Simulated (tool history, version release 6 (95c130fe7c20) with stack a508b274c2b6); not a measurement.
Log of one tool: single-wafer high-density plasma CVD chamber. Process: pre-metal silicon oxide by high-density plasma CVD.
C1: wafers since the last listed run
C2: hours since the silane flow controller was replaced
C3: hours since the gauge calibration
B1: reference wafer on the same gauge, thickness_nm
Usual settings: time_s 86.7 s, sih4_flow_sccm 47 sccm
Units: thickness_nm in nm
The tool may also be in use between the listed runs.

run 1 day=0.000 | time_s=86.7 sih4_flow_sccm=54 | C1=0 C2=3800.6 C3=252.2 | B1=328.883 | thickness_nm=451.139
run 2 day=0.588 | time_s=86.7 sih4_flow_sccm=54 | C1=130 C2=3814.7 C3=266.3 | B1=328.910 | thickness_nm=449.301
run 3 day=1.325 | time_s=86.7 sih4_flow_sccm=47 | C1=163 C2=3832.4 C3=284.0 | B1=328.893 | thickness_nm=392.038
run 4 day=1.896 | time_s=86.7 sih4_flow_sccm=47 | C1=126 C2=3846.1 C3=297.7 | B1=328.960 | thickness_nm=390.896
run 5 day=2.404 | time_s=86.7 sih4_flow_sccm=47 | C1=112 C2=3858.3 C3=309.9 | B1=328.957 | thickness_nm=392.595
run 6 day=3.117 | time_s=86.7 sih4_flow_sccm=47 | C1=158 C2=3875.4 C3=327.0 | B1=328.885 | thickness_nm=392.453
run 7 day=3.388 | time_s=86.7 sih4_flow_sccm=47 | C1=60 C2=3881.9 C3=333.5 | B1=328.973 | thickness_nm=392.013
run 8 day=3.729 | time_s=86.7 sih4_flow_sccm=47 | C1=75 C2=3890.1 C3=341.7 | B1=329.034 | thickness_nm=391.299
run 9 day=4.338 | time_s=86.7 sih4_flow_sccm=47 | C1=134 C2=3904.7 C3=356.3 | B1=328.969 | thickness_nm=392.066
run 10 day=5.062 | time_s=86.7 sih4_flow_sccm=47 | C1=160 C2=3922.1 C3=373.7 | B1=328.879 | thickness_nm=391.618
run 11 day=5.392 | time_s=98.6 sih4_flow_sccm=47 | C1=73 C2=3930.0 C3=381.6 | B1=328.798 | thickness_nm=444.965
run 12 day=5.675 | time_s=98.6 sih4_flow_sccm=47 | C1=62 C2=3936.8 C3=388.4 | B1=329.180 | thickness_nm=445.806
run 13 day=5.971 | time_s=98.6 sih4_flow_sccm=47 | C1=65 C2=3943.9 C3=395.5 | B1=329.033 | thickness_nm=444.954
-- day=6.383 gauge calibrated
run 14 day=6.633 | time_s=73.5 sih4_flow_sccm=40 | C1=146 C2=3959.8 C3=6.0 | B1=328.995 | thickness_nm=282.452
run 15 day=7.225 | time_s=86.7 sih4_flow_sccm=47 | C1=131 C2=3974.0 C3=20.2 | B1=329.062 | thickness_nm=392.547
run 16 day=7.829 | time_s=76.9 sih4_flow_sccm=39 | C1=134 C2=3988.5 C3=34.7 | B1=328.910 | thickness_nm=288.200
-- day=8.212 silane flow controller replaced
run 17 day=8.538 | time_s=92.9 sih4_flow_sccm=51 | C1=83 C2=7.8 C3=51.7 | B1=328.945 | thickness_nm=455.178
run 18 day=9.021 | time_s=100.2 sih4_flow_sccm=53 | C1=107 C2=19.4 C3=63.3 | B1=329.024 | thickness_nm=510.726
run 19 day=9.704 | time_s=86.7 sih4_flow_sccm=52 | C1=151 C2=35.8 C3=79.7 | B1=328.798 | thickness_nm=433.834
run 20 day=10.071 | time_s=75.7 sih4_flow_sccm=43 | C1=81 C2=44.6 C3=88.5 | B1=328.982 | thickness_nm=312.966
run 21 day=10.450 | time_s=86.7 sih4_flow_sccm=40 | C1=84 C2=53.7 C3=97.6 | B1=329.066 | thickness_nm=332.920
run 22 day=11.021 | time_s=71.2 sih4_flow_sccm=53 | C1=126 C2=67.4 C3=111.3 | B1=329.032 | thickness_nm=362.633
run 23 day=11.329 | time_s=86.7 sih4_flow_sccm=47 | C1=68 C2=74.8 C3=118.7 | B1=328.998 | thickness_nm=391.094
run 24 day=11.817 | time_s=86.7 sih4_flow_sccm=42 | C1=108 C2=86.5 C3=130.4 | B1=329.054 | thickness_nm=349.572
run 25 day=12.233 | time_s=86.7 sih4_flow_sccm=47 | C1=92 C2=96.5 C3=140.4 | B1=328.894 | thickness_nm=391.556
run 26 day=12.904 | time_s=79.3 sih4_flow_sccm=38 | C1=148 C2=112.6 C3=156.5 | B1=328.937 | thickness_nm=289.690
run 27 day=13.200 | time_s=102.5 sih4_flow_sccm=40 | C1=65 C2=119.7 C3=163.6 | B1=328.975 | thickness_nm=394.654

Forecast each of these 3 alternatives for the next run:
run A day=13.217 | time_s=86.7 sih4_flow_sccm=47 | C1=3 C2=120.1 C3=164.0 | B1=? | thickness_nm=?
run B day=13.217 | time_s=95.1 sih4_flow_sccm=38 | C1=3 C2=120.1 C3=164.0 | B1=? | thickness_nm=?
run C day=13.217 | time_s=80.2 sih4_flow_sccm=53 | C1=3 C2=120.1 C3=164.0 | B1=? | thickness_nm=?

run=A B1=329.066 thickness_nm=391.857
run=B B1=329.066 thickness_nm=347.516
run=C B1=329.066 thickness_nm=408.753
Without the tool's hidden state the same runs would have given:
run=A thickness_nm=391.857
run=B thickness_nm=347.516
run=C thickness_nm=408.753
